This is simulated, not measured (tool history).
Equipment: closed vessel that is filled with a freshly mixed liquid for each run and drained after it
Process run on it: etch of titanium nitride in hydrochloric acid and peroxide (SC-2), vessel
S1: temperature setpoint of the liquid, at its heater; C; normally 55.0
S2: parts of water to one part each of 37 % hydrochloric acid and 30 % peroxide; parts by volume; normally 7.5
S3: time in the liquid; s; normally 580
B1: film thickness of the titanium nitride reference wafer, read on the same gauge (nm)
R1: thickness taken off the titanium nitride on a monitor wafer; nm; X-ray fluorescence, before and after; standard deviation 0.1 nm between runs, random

Run 1, day 0.000: usual settings but S3 655 s; B1 29.98. Result: R1 21.39 nm.
Run 2, day 1.012: usual settings but S1 51.0 C; B1 30.01. Result: R1 14.44 nm.
Run 3, day 1.604: usual settings but S1 51.0 C; B1 30.00. Result: R1 14.65 nm.
Run 4, day 2.954: usual settings but S1 51.0 C; B1 29.98. Result: R1 14.64 nm.
Run 5, day 3.700: usual settings; B1 30.00. Result: R1 18.75 nm.
Run 6, day 4.688: usual settings; B1 30.00. Result: R1 18.73 nm.
Run 7, day 6.004: usual settings; B1 29.99. Result: R1 18.95 nm.
At day 6.317: gauge calibrated.
Run 8, day 6.779: usual settings but S1 47.5 C, S2 8.5 parts by volume, S3 290 s; B1 30.00. Result: R1 5.21 nm.
Run 9, day 8.175: usual settings but S3 430 s; B1 30.01. Result: R1 14.04 nm.
Run 10, day 8.750: usual settings; B1 30.01. Result: R1 18.92 nm.
Run 11, day 9.300: usual settings but S1 51.0 C, S2 8.5 parts by volume; B1 30.02. Result: R1 13.07 nm.
Run 12, day 10.033: usual settings but S1 46.0 C; B1 30.00. Result: R1 10.48 nm.
Run 13, day 10.779: usual settings but S1 50.5 C, S3 875 s; B1 29.99. Result: R1 21.31 nm.
Run 14, day 11.567: usual settings but S1 51.0 C; B1 29.99. Result: R1 14.67 nm.
Run 15, day 12.792: usual settings but S1 48.5 C, S2 11.5 parts by volume, S3 810 s; B1 30.01. Result: R1 12.03 nm.
At day 13.396: chemicals flow meter replaced.
Run 16, day 13.446: usual settings but S1 63.0 C, S3 730 s; B1 30.00. Result: R1 42.68 nm.
Run 17, day 14.133: usual settings but S1 49.0 C, S3 290 s; B1 30.00. Result: R1 6.90 nm.

What will run 18 give?
At day 15.204: new drum of peroxide connected.
Run 18, day 15.967: usual settings but S1 60.5 C; B1 ?. Result: R1 ?.

{"run 18": {"B1": 29.99, "R1": 28.49}}
On a tool with no hidden condition, and with the same random variation, this run would have come out at R1 23.92 nm.
